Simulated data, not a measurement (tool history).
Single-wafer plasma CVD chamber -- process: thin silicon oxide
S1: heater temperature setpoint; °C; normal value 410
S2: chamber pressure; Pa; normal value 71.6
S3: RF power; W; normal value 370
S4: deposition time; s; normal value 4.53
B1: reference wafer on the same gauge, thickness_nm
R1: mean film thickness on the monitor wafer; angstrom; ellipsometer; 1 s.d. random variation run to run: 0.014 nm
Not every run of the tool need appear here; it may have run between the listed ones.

| run | hour | S1 | S2 | S3 | S4 | B1 | R1 |
|---|---|---|---|---|---|---|---|
| 1 | 0 | 400 | 79.7 | 370 | 4.53 | 6.508 | 61.34 |
| 2 | 104.3 | 410 | 71.6 | 370 | 4.53 | 6.511 | 54.67 |
| 3 | 288.1 | 410 | 71.6 | 370 | 4.53 | 6.509 | 54.48 |
| 4 | 331.4 | 410 | 71.6 | 370 | 4.53 | 6.511 | 54.55 |
| 5 | 391.8 | 410 | 71.6 | 370 | 4.53 | 6.51 | 54.13 |
| 6 | 485.1 | 410 | 71.6 | 370 | 4.53 | 6.508 | 54.16 |
| 7 | 565.1 | 414 | 71.6 | 370 | 4.53 | 6.512 | 54.06 |
| 8 | 645.9 | 414 | 71.6 | 370 | 4.53 | 6.51 | 53.83 |
|  | 723.5 | capacitance manometer re-zeroed and calibrated |
| 9 | 724 | 414 | 71.6 | 370 | 4.53 | 6.51 | 53.92 |
|  | 772 | thermocouple changed; heater temperature recalibrated |
|  | 780.4 | gauge calibrated |
|  | 786.4 | showerhead replaced |
| 10 | 794.9 | 410 | 71.6 | 370 | 4.53 | 6.516 | 53.91 |
| 11 | 865.6 | 410 | 71.6 | 395 | 4.53 | 6.508 | 54.59 |
| 12 | 902.8 | 414 | 71.6 | 370 | 4.53 | 6.514 | 53.66 |
| 13 | 1005.7 | 410 | 71.6 | 300 | 4.53 | 6.511 | 50.45 |
| 14 | 1075.8 | 399 | 71.6 | 370 | 4.53 | 6.512 | 53.79 |
| 15 | 1173.9 | 403 | 71.6 | 370 | 3.97 | 6.508 | 46.91 |
| 16 | 1214.4 | 419 | 83.6 | 370 | 4.53 | 6.514 | 61.8 |
|  | 1237.9 | RF generator calibrated |
| 17 | 1307 | 410 | 71.6 | 345 | 4.53 | 6.51 | 53.18 |
| 18 | 1392.8 | 410 | 55.7 | 310 | 4.84 | 6.515 | 43.03 |
| 19 | 1527.9 | 410 | 71.6 | 370 | 4.53 | 6.507 | 54.42 |
| 20 | 1605.2 | 396 | 62.7 | 370 | 5.32 | 6.508 | 55.94 |
| 21 | 1672.6 | 410 | 71.6 | 370 | 4.53 | 6.51 | 54 |
| 22 | 1762.3 | 410 | 64.1 | 370 | 5.05 | 6.508 | 53.76 |
| 23 | 1849.5 | 416 | 71.6 | 370 | 4.53 | 6.509 | 53.73 |
| 24 | 1902.5 | 410 | 85.7 | 330 | 4.53 | 6.511 | 61.83 |
| 25 | 2004.4 | 410 | 71.6 | 370 | 4.53 | 6.507 | 53.64 |
| 26 | 2110.4 | 401 | 71.6 | 325 | 5.27 | 6.513 | 60.23 |
| 27 | 2216.3 | 410 | 71.6 | 370 | 4.53 | 6.507 | 53.29 |
| 28 | 2295.8 | 404 | 65.5 | 405 | 4.53 | 6.513 | 50.13 |
|  | 2390.6 | RF generator calibrated |
| 29 | 2391.1 | 410 | 71.6 | 370 | 4.53 | 6.512 | 54.96 |

Below are 3 alternative next runs, each starting from the tool's condition after run 29. Predict each:
| A | 2391.5 | 410 | 71.6 | 370 | 4.53 | ? | ? |
| B | 2391.5 | 400 | 71.6 | 370 | 4.53 | ? | ? |
| C | 2391.5 | 410 | 79.2 | 335 | 3.71 | ? | ? |

| run | B1 | R1 |
|---|---|---|
| A | 6.508 | 54.51 |
| B | 6.508 | 54.82 |
| C | 6.508 | 48.06 |
Had the tool no hidden state, the same runs would have come out as:
| run | R1 |
|---|---|
| A | 54.61 |
| B | 54.92 |
| C | 48.16 |
